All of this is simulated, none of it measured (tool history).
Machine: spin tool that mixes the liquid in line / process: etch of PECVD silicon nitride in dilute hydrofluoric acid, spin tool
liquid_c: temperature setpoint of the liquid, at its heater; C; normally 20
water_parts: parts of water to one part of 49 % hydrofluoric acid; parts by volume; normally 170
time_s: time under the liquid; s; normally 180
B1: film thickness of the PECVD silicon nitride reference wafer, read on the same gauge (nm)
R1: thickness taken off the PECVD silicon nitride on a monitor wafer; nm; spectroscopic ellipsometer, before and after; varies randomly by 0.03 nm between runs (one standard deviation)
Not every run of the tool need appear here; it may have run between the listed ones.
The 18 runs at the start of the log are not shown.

Run 19, hour 966.6: usual settings but liquid_c 22.5 C, water_parts 235 parts by volume, time_s 250 s; B1 59.97. Result: R1 4.459 nm.
Run 20, hour 1000.7: usual settings but liquid_c 18.5 C; B1 60.005. Result: R1 3.488 nm.
Run 21, hour 1038.4: usual settings but water_parts 115 parts by volume, time_s 275 s; B1 59.99. Result: R1 8.742 nm.
Run 22, hour 1066.4: usual settings; B1 60.006. Result: R1 3.809 nm.
At hour 1115: thermometer replaced.
Run 23, hour 1119.2: usual settings but liquid_c 22 C; B1 59.987. Result: R1 4.363 nm.
At hour 1155.9: hydrofluoric acid flow meter replaced, repeated, since the last time left the tool worse.
Run 24, hour 1156.4: usual settings but liquid_c 23 C, water_parts 245 parts by volume, time_s 85 s; B1 60.005. Result: R1 1.362 nm.
At hour 1158.4: gauge calibrated.
Run 25, hour 1222.9: usual settings but liquid_c 23 C; B1 60.008. Result: R1 4.146 nm.
Run 26, hour 1270.7: usual settings; B1 59.989. Result: R1 3.379 nm.
Run 27, hour 1308.5: usual settings but liquid_c 21 C, time_s 135 s; B1 60.026. Result: R1 2.701 nm.
Run 28, hour 1352.6: usual settings but liquid_c 22.5 C, water_parts 90 parts by volume; B1 59.992. Result: R1 7.445 nm.
Run 29, hour 1419.1: usual settings but liquid_c 18 C, water_parts 245 parts by volume; B1 60.004. Result: R1 2.111 nm.
Run 30, hour 1471: usual settings but water_parts 120 parts by volume, time_s 110 s; B1 60.015. Result: R1 2.947 nm.
Run 31, hour 1539.9: usual settings; B1 59.997. Result: R1 3.439 nm.
Run 32, hour 1600.5: usual settings but liquid_c 17 C, time_s 70 s; B1 60.009. Result: R1 1.105 nm.
Run 33, hour 1631.8: usual settings but time_s 280 s; B1 59.994. Result: R1 5.324 nm.

3 ways to go on from here, each from the tool as it stands after run 33. What would each give?
Run A, hour 1632.3: usual settings but water_parts 95 parts by volume; B1 ?. Result: R1 ?.
Run B, hour 1632.3: usual settings but liquid_c 23 C, water_parts 245 parts by volume, time_s 225 s; B1 ?. Result: R1 ?.
Run C, hour 1632.3: usual settings but water_parts 225 parts by volume, time_s 265 s; B1 ?. Result: R1 ?.

run      B1     R1
  A  60.011  6.024
  B  60.011  3.626
  C  60.011  3.829
What these runs would have given with no unlogged condition in the tool:
run     R1
  A  5.836
  B  3.512
  C   3.71
